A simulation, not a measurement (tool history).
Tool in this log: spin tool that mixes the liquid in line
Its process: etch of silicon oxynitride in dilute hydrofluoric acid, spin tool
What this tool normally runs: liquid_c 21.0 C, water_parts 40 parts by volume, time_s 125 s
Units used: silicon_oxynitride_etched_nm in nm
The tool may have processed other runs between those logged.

run	day	liquid_c	water_parts	time_s	read-back film thickness of the silicon oxynitride reference wafer, read on the same gauge (nm)	silicon_oxynitride_etched_nm
1	0.000	21.0	40	125	149.99	6.72
2	2.896	21.0	40	125	149.99	6.76
# day 3.496: thermometer replaced
3	4.600	21.0	40	125	150.02	6.82
4	8.575	21.0	25	165	149.99	14.49
5	12.462	21.0	25	165	150.02	14.40
6	14.967	21.0	40	125	150.01	6.86
# day 16.096: hydrofluoric acid flow meter replaced
7	18.325	21.0	40	125	149.99	6.66
8	20.125	21.0	40	125	150.02	6.66
9	23.062	17.5	40	90	150.00	4.05
10	26.421	21.0	40	125	150.00	6.64
11	29.183	21.0	40	125	150.00	6.73
# day 31.946: thermometer replaced
12	33.225	21.0	40	125	149.99	6.73
13	36.225	21.0	55	125	150.00	4.87
14	39.792	21.0	40	165	149.99	9.07
15	43.150	21.0	35	75	150.00	4.69
16	46.275	21.0	35	75	149.99	4.72
17	48.279	17.0	30	100	150.01	6.04
18	50.162	23.0	55	95	150.01	4.17
# day 50.600: hydrofluoric acid flow meter replaced
# day 53.946: gauge calibrated
# day 54.288: thermometer replaced
19	61.892	21.0	40	125	150.00	6.71
20	65.950	21.0	40	75	149.99	4.04
21	73.092	21.0	30	125	149.98	9.01
22	76.062	21.0	35	125	150.01	7.81
23	78.446	26.0	40	125	150.02	8.59
24	80.117	21.0	30	165	150.02	12.05

Predict each of these 3 candidate next runs independently; none follows another, all start after run 24:
A	80.138	21.0	40	125	?	?
B	80.138	17.0	40	105	?	?
C	80.138	17.0	45	75	?	?

run	read-back film thickness of the silicon oxynitride reference wafer, read on the same gauge (nm)	silicon_oxynitride_etched_nm
A	149.99	6.83
B	149.99	4.68
C	149.99	2.96
With no hidden state in the tool, these same runs would have given:
run	silicon_oxynitride_etched_nm
A	6.63
B	4.54
C	2.88
